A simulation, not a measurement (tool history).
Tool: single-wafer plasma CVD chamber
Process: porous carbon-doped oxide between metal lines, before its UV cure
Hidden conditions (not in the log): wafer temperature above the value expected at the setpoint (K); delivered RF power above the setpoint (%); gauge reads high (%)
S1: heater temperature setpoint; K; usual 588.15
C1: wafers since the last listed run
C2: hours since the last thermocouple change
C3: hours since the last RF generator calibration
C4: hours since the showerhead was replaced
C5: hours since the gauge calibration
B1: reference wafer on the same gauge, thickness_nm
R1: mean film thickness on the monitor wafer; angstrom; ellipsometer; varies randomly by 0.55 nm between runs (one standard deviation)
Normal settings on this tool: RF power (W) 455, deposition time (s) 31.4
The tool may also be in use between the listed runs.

Run 1, hour 0.0: usual settings but deposition time (s) 26.8; C1 0; C2 1171.7; C3 1316.6; C4 6514.2; C5 137.5; B1 128.998. Result: R1 1327.78 angstrom.
Run 2, hour 37.5: usual settings but deposition time (s) 26.8; C1 905; C2 1209.2; C3 1354.1; C4 6551.7; C5 175.0; B1 128.948. Result: R1 1322.56 angstrom.
Run 3, hour 92.9: usual settings but deposition time (s) 26.8; C1 1338; C2 1264.6; C3 1409.5; C4 6607.1; C5 230.4; B1 129.087. Result: R1 1327.45 angstrom.
Run 4, hour 118.0: usual settings; C1 606; C2 1289.7; C3 1434.6; C4 6632.2; C5 255.5; B1 128.961. Result: R1 1541.18 angstrom.
Run 5, hour 148.5: usual settings; C1 736; C2 1320.2; C3 1465.1; C4 6662.7; C5 286.0; B1 129.150. Result: R1 1546.82 angstrom.
Run 6, hour 214.3: usual settings; C1 1589; C2 1386.0; C3 1530.9; C4 6728.5; C5 351.8; B1 129.001. Result: R1 1547.00 angstrom.
Run 7, hour 270.9: usual settings; C1 1367; C2 1442.6; C3 1587.5; C4 6785.1; C5 408.4; B1 129.078. Result: R1 1546.77 angstrom.
Run 8, hour 332.0: usual settings but RF power (W) 485; C1 1475; C2 1503.7; C3 1648.6; C4 6846.2; C5 469.5; B1 129.044. Result: R1 1594.46 angstrom.
Run 9, hour 381.4: usual settings; C1 1193; C2 1553.1; C3 1698.0; C4 6895.6; C5 518.9; B1 128.876. Result: R1 1539.94 angstrom.
At hour 416.2: thermocouple changed; heater temperature recalibrated.
Run 10, hour 442.4: usual settings; C1 1280; C2 26.2; C3 1759.0; C4 6956.6; C5 579.9; B1 129.057. Result: R1 1483.25 angstrom.
At hour 486.0: gauge calibrated.
Run 11, hour 514.0: usual settings; C1 1729; C2 97.8; C3 1830.6; C4 7028.2; C5 28.0; B1 128.987. Result: R1 1492.99 angstrom.
Run 12, hour 563.5: usual settings; C1 1195; C2 147.3; C3 1880.1; C4 7077.7; C5 77.5; B1 128.870. Result: R1 1496.53 angstrom.
Run 13, hour 589.4: usual settings but RF power (W) 500, deposition time (s) 29.9; C1 625; C2 173.2; C3 1906.0; C4 7103.6; C5 103.4; B1 128.947. Result: R1 1494.65 angstrom.
Run 14, hour 615.4: usual settings but S1 582.15 K, RF power (W) 395, deposition time (s) 25.4; C1 628; C2 199.2; C3 1932.0; C4 7129.6; C5 129.4; B1 129.073. Result: R1 1183.03 angstrom.
Run 15, hour 679.7: usual settings but S1 578.15 K, RF power (W) 500; C1 1553; C2 263.5; C3 1996.3; C4 7193.9; C5 193.7; B1 129.049. Result: R1 1657.93 angstrom.
At hour 703.9: showerhead replaced, of another model than before.
Run 16, hour 713.9: usual settings but S1 577.15 K, RF power (W) 540, deposition time (s) 35.7; C1 632; C2 297.7; C3 2030.5; C4 10.0; C5 227.9; B1 128.960. Result: R1 2036.20 angstrom.
Run 17, hour 772.3: usual settings; C1 1410; C2 356.1; C3 2088.9; C4 68.4; C5 286.3; B1 129.082. Result: R1 1505.20 angstrom.
Run 18, hour 832.8: usual settings but RF power (W) 510; C1 1461; C2 416.6; C3 2149.4; C4 128.9; C5 346.8; B1 129.058. Result: R1 1626.82 angstrom.
Run 19, hour 882.8: usual settings but RF power (W) 495, deposition time (s) 28.7; C1 1207; C2 466.6; C3 2199.4; C4 178.9; C5 396.8; B1 129.144. Result: R1 1469.71 angstrom.
At hour 909.5: RF generator calibrated.
Run 20, hour 909.8: usual settings but S1 593.15 K, RF power (W) 430; C1 458; C2 493.6; C3 0.3; C4 205.9; C5 423.8; B1 129.048. Result: R1 1418.18 angstrom.
Run 21, hour 951.2: usual settings; C1 1000; C2 535.0; C3 41.7; C4 247.3; C5 465.2; B1 129.024. Result: R1 1531.01 angstrom.
Run 22, hour 1045.5: usual settings but S1 602.15 K, RF power (W) 540, deposition time (s) 25.7; C1 2277; C2 629.3; C3 136.0; C4 341.6; C5 559.5; B1 129.017. Result: R1 1285.66 angstrom.
Run 23, hour 1098.9: usual settings; C1 1289; C2 682.7; C3 189.4; C4 395.0; C5 612.9; B1 129.017. Result: R1 1532.60 angstrom.
Run 24, hour 1160.9: usual settings but S1 598.15 K, RF power (W) 510, deposition time (s) 26.4; C1 1497; C2 744.7; C3 251.4; C4 457.0; C5 674.9; B1 128.935. Result: R1 1314.06 angstrom.
Run 25, hour 1187.3: usual settings but RF power (W) 480, deposition time (s) 33.3; C1 637; C2 771.1; C3 277.8; C4 483.4; C5 701.3; B1 128.982. Result: R1 1680.20 angstrom.
At hour 1206.3: gauge calibrated.
Run 26, hour 1258.2: usual settings but S1 595.15 K, RF power (W) 400, deposition time (s) 35.7; C1 1712; C2 842.0; C3 348.7; C4 554.3; C5 51.9; B1 128.965. Result: R1 1520.26 angstrom.

Below are 3 alternative next runs, each starting from the tool's condition after run 26. Predict each:
Run A, hour 1258.6: usual settings but S1 577.15 K; C1 9; C2 842.4; C3 349.1; C4 554.7; C5 52.3; B1 ?. Result: R1 ?.
Run B, hour 1258.6: usual settings but S1 594.15 K, RF power (W) 515, deposition time (s) 26.4; C1 9; C2 842.4; C3 349.1; C4 554.7; C5 52.3; B1 ?. Result: R1 ?.
Run C, hour 1258.6: usual settings but S1 594.15 K, RF power (W) 420, deposition time (s) 29.0; C1 9; C2 842.4; C3 349.1; C4 554.7; C5 52.3; B1 ?. Result: R1 ?.

run       B1       R1
  A  129.001  1637.09
  B  129.001  1346.51
  C  129.001  1286.66
Without the tool's hidden state the same runs would have given:
run       R1
  A  1590.93
  B  1312.60
  C  1254.26

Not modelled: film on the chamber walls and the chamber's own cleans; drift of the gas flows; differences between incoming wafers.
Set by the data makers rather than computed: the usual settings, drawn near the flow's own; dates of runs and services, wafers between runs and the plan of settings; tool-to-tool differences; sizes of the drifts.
